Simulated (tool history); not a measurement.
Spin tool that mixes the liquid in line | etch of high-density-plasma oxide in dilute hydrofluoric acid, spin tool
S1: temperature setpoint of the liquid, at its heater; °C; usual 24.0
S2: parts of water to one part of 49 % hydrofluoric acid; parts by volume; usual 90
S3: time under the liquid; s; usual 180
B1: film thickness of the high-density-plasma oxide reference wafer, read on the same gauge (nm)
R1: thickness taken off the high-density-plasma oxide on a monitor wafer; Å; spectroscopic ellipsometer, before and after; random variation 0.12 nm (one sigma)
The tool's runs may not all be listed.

{"run": 1, "hour": 0.0, "S1": 24.0, "S2": 115, "S3": 215, "B1": 79.99, "R1": 154.8}
{"run": 2, "hour": 75.9, "S1": 24.0, "S2": 115, "S3": 215, "B1": 79.98, "R1": 156.0}
{"run": 3, "hour": 173.3, "S1": 24.0, "S2": 115, "S3": 215, "B1": 79.94, "R1": 155.8}
{"run": 4, "hour": 228.7, "S1": 22.0, "S2": 90, "S3": 180, "B1": 80.0, "R1": 160.7}
{"run": 5, "hour": 310.2, "S1": 22.0, "S2": 90, "S3": 180, "B1": 80.02, "R1": 160.2}
{"run": 6, "hour": 381.0, "S1": 24.0, "S2": 90, "S3": 180, "B1": 80.02, "R1": 173.9}
{"run": 7, "hour": 458.8, "S1": 24.0, "S2": 90, "S3": 180, "B1": 80.0, "R1": 176.3}
{"hour": 466.4, "done": "hydrofluoric acid flow meter replaced"}
{"run": 8, "hour": 521.5, "S1": 24.0, "S2": 100, "S3": 180, "B1": 80.0, "R1": 148.6}
{"run": 9, "hour": 602.7, "S1": 24.0, "S2": 100, "S3": 180, "B1": 79.99, "R1": 147.7}
{"hour": 607.0, "done": "gauge calibrated"}
{"run": 10, "hour": 677.5, "S1": 25.5, "S2": 90, "S3": 180, "B1": 80.01, "R1": 180.1}
{"run": 11, "hour": 738.2, "S1": 25.5, "S2": 90, "S3": 180, "B1": 80.0, "R1": 182.0}
{"run": 12, "hour": 818.4, "S1": 24.0, "S2": 90, "S3": 180, "B1": 79.95, "R1": 171.3}
{"run": 13, "hour": 867.7, "S1": 19.0, "S2": 60, "S3": 285, "B1": 80.01, "R1": 346.0}
{"run": 14, "hour": 919.1, "S1": 20.0, "S2": 105, "S3": 180, "B1": 79.96, "R1": 123.5}
{"hour": 933.8, "done": "thermometer replaced"}
{"run": 15, "hour": 1024.2, "S1": 24.0, "S2": 105, "S3": 180, "B1": 80.03, "R1": 145.9}
{"run": 16, "hour": 1100.0, "S1": 20.0, "S2": 120, "S3": 180, "B1": 79.99, "R1": 107.2}
{"run": 17, "hour": 1182.1, "S1": 24.0, "S2": 55, "S3": 250, "B1": 80.01, "R1": 410.2}
{"run": 18, "hour": 1287.6, "S1": 24.0, "S2": 65, "S3": 180, "B1": 80.03, "R1": 250.3}
{"run": 19, "hour": 1332.1, "S1": 24.0, "S2": 90, "S3": 180, "B1": 79.97, "R1": 173.4}
{"run": 20, "hour": 1420.7, "S1": 24.0, "S2": 90, "S3": 95, "B1": 80.02, "R1": 92.7}
{"run": 21, "hour": 1461.2, "S1": 20.5, "S2": 125, "S3": 180, "B1": 80.04, "R1": 105.9}
{"run": 22, "hour": 1537.2, "S1": 24.0, "S2": 90, "S3": 180, "B1": 80.01, "R1": 179.0}
{"hour": 1575.3, "done": "hydrofluoric acid flow meter replaced"}
{"run": 23, "hour": 1641.2, "S1": 24.0, "S2": 125, "S3": 180, "B1": 80.02, "R1": 115.2}
{"run": 24, "hour": 1738.9, "S1": 24.0, "S2": 45, "S3": 180, "B1": 79.99, "R1": 356.4}
{"run": 25, "hour": 1976.6, "S1": 22.0, "S2": 70, "S3": 285, "B1": 80.03, "R1": 327.9}
{"hour": 2022.1, "done": "thermometer replaced"}
{"run": 26, "hour": 2076.9, "S1": 28.5, "S2": 135, "S3": 100, "B1": 79.96, "R1": 71.8}
{"run": 27, "hour": 2210.9, "S1": 26.0, "S2": 90, "S3": 180, "B1": 79.96, "R1": 187.0}
{"run": 28, "hour": 2256.8, "S1": 24.0, "S2": 90, "S3": 180, "B1": 80.03, "R1": 173.6}
{"run": 29, "hour": 2350.6, "S1": 24.0, "S2": 90, "S3": 180, "B1": 80.0, "R1": 174.4}
{"run": 30, "hour": 2445.7, "S1": 24.0, "S2": 75, "S3": 180, "B1": 80.02, "R1": 212.3}
{"run": 31, "hour": 2509.3, "S1": 21.0, "S2": 90, "S3": 230, "B1": 80.02, "R1": 195.2}

Some steps in R1 between neighbouring runs. How much of each would the tool show without its hidden state too (settings, what came in, random variation), and how much is left for the hidden state, with any gauge scatter that isn't in both results?
The hidden state here: liquid colder than its thermometer reads (K); hydrofluoric acid flow above the setpoint (%); gauge reads high (%).
Run 7 -> 8: S2 90 -> 100, hydrofluoric acid flow meter replaced. R1 -27.7 Å: hidden state -6.8, all else -20.9.
Run 16 -> 17: S1 20.0 -> 24.0, S2 120 -> 55, S3 180 -> 250. R1 +303.0 Å: hidden state +11.6, all else +291.4.
Run 22 -> 23: S2 90 -> 125, hydrofluoric acid flow meter replaced. R1 -63.8 Å: hidden state -9.2, all else -54.6.
Run 23 -> 24: S2 125 -> 45. R1 +241.2 Å: hidden state +2.5, all else +238.7.
Run 25 -> 26: S1 22.0 -> 28.5, S2 70 -> 135, S3 285 -> 100, thermometer replaced. R1 -256.1 Å: hidden state -4.6, all else -251.5.
